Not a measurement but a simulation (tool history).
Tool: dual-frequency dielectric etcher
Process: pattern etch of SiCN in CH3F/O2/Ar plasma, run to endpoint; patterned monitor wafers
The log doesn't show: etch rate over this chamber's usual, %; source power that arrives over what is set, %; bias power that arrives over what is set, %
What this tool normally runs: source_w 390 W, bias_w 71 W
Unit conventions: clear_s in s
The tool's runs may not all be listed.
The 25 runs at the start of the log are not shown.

run	day	source_w	bias_w	wafers since the last listed run	hours since the last wet clean	hours since the last source power generator calibration	hours since the last bias power generator calibration	hours since the last upper electrode change	incoming incoming film thickness, nm	clear_s
# day 84.562: upper electrode replaced
26	84.583	450	82	704	160.1	910.8	289	0.5	8.32	21.4
27	88.183	420	83	1092	246.5	997.2	375.4	86.9	8.26	21.9
28	92.212	310	65	1222	343.2	1093.9	472.1	183.6	8.29	27.8
29	94.404	390	71	664	395.8	1146.5	524.7	236.2	8.26	24.3
30	97	390	71	787	458.1	1208.8	587	298.5	8.35	24.4
31	101.092	340	80	1241	556.3	1307	685.2	396.7	8.39	24.7
# day 103.842: wet clean of the chamber
32	104.883	390	71	846	25	1398	776.2	487.7	8.33	24
33	107.721	440	58	860	93.1	1466.1	844.3	555.8	8.32	25
34	119.275	350	61	3505	370.4	1743.4	1121.6	833.1	8.28	26.7

Below are 5 alternative next runs, each starting from the tool's condition after run 34. Predict each:
A	119.292	390	71	5	370.8	1743.8	1122	833.5	8.22	?
B	119.292	390	88	5	370.8	1743.8	1122	833.5	8.22	?
C	119.292	390	84	5	370.8	1743.8	1122	833.5	8.22	?
D	119.292	310	80	5	370.8	1743.8	1122	833.5	8.22	?
E	119.292	460	71	5	370.8	1743.8	1122	833.5	8.22	?

run	clear_s
A	23.9
B	21.8
C	22.3
D	24.9
E	22.4
What these runs would have given with no unlogged condition in the tool:
run	clear_s
A	23.5
B	21.5
C	21.9
D	24.5
E	22
